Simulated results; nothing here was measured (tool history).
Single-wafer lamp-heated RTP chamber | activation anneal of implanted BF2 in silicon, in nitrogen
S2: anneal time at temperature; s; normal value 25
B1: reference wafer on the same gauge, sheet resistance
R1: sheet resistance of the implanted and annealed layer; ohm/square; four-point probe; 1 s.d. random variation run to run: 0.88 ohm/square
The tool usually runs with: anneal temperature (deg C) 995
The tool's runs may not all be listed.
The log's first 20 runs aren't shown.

run 21 day=40.292 | anneal_temperature_(deg_C)=983 S2=11 | B1=217.08 | R1=247.17
run 22 day=41.900 | anneal_temperature_(deg_C)=995 S2=16 | B1=217.00 | R1=236.03
run 23 day=43.379 | anneal_temperature_(deg_C)=995 S2=25 | B1=217.00 | R1=233.08
run 24 day=44.758 | anneal_temperature_(deg_C)=1008 S2=18 | B1=217.00 | R1=232.31
-- day=45.583 gauge calibrated
run 25 day=46.421 | anneal_temperature_(deg_C)=965 S2=40 | B1=217.07 | R1=244.75
run 26 day=48.450 | anneal_temperature_(deg_C)=1008 S2=18 | B1=217.06 | R1=233.07
run 27 day=50.954 | anneal_temperature_(deg_C)=995 S2=25 | B1=217.01 | R1=233.07
run 28 day=53.808 | anneal_temperature_(deg_C)=995 S2=11 | B1=216.75 | R1=238.19
-- day=55.112 reflector plate cleaned
run 29 day=55.175 | anneal_temperature_(deg_C)=995 S2=37 | B1=217.05 | R1=230.57
run 30 day=58.017 | anneal_temperature_(deg_C)=985 S2=33 | B1=216.98 | R1=234.35
run 31 day=60.188 | anneal_temperature_(deg_C)=995 S2=17 | B1=216.91 | R1=235.93
-- day=62.346 pyrometer window cleaned and pyrometer calibrated
run 32 day=63.050 | anneal_temperature_(deg_C)=1022 S2=38 | B1=217.13 | R1=226.44
run 33 day=64.700 | anneal_temperature_(deg_C)=995 S2=25 | B1=217.09 | R1=237.21
run 34 day=67.125 | anneal_temperature_(deg_C)=974 S2=13 | B1=217.11 | R1=251.37
run 35 day=69.304 | anneal_temperature_(deg_C)=995 S2=33 | B1=216.94 | R1=232.15
run 36 day=70.954 | anneal_temperature_(deg_C)=1013 S2=16 | B1=217.24 | R1=232.28
run 37 day=73.871 | anneal_temperature_(deg_C)=1004 S2=31 | B1=217.33 | R1=230.70

Below are 4 alternative next runs, each starting from the tool's condition after run 37. Predict each:
run A day=73.888 | anneal_temperature_(deg_C)=995 S2=25 | B1=? | R1=?
run B day=73.888 | anneal_temperature_(deg_C)=1021 S2=17 | B1=? | R1=?
run C day=73.888 | anneal_temperature_(deg_C)=1005 S2=38 | B1=? | R1=?
run D day=73.888 | anneal_temperature_(deg_C)=968 S2=35 | B1=? | R1=?

run=A B1=217.31 R1=231.77
run=B B1=217.31 R1=227.61
run=C B1=217.31 R1=225.79
run=D B1=217.31 R1=241.64
Stripped of hidden state, with their random variation kept, the same runs would have yielded:
run=A R1=235.63
run=B R1=229.69
run=C R1=228.77
run=D R1=248.38

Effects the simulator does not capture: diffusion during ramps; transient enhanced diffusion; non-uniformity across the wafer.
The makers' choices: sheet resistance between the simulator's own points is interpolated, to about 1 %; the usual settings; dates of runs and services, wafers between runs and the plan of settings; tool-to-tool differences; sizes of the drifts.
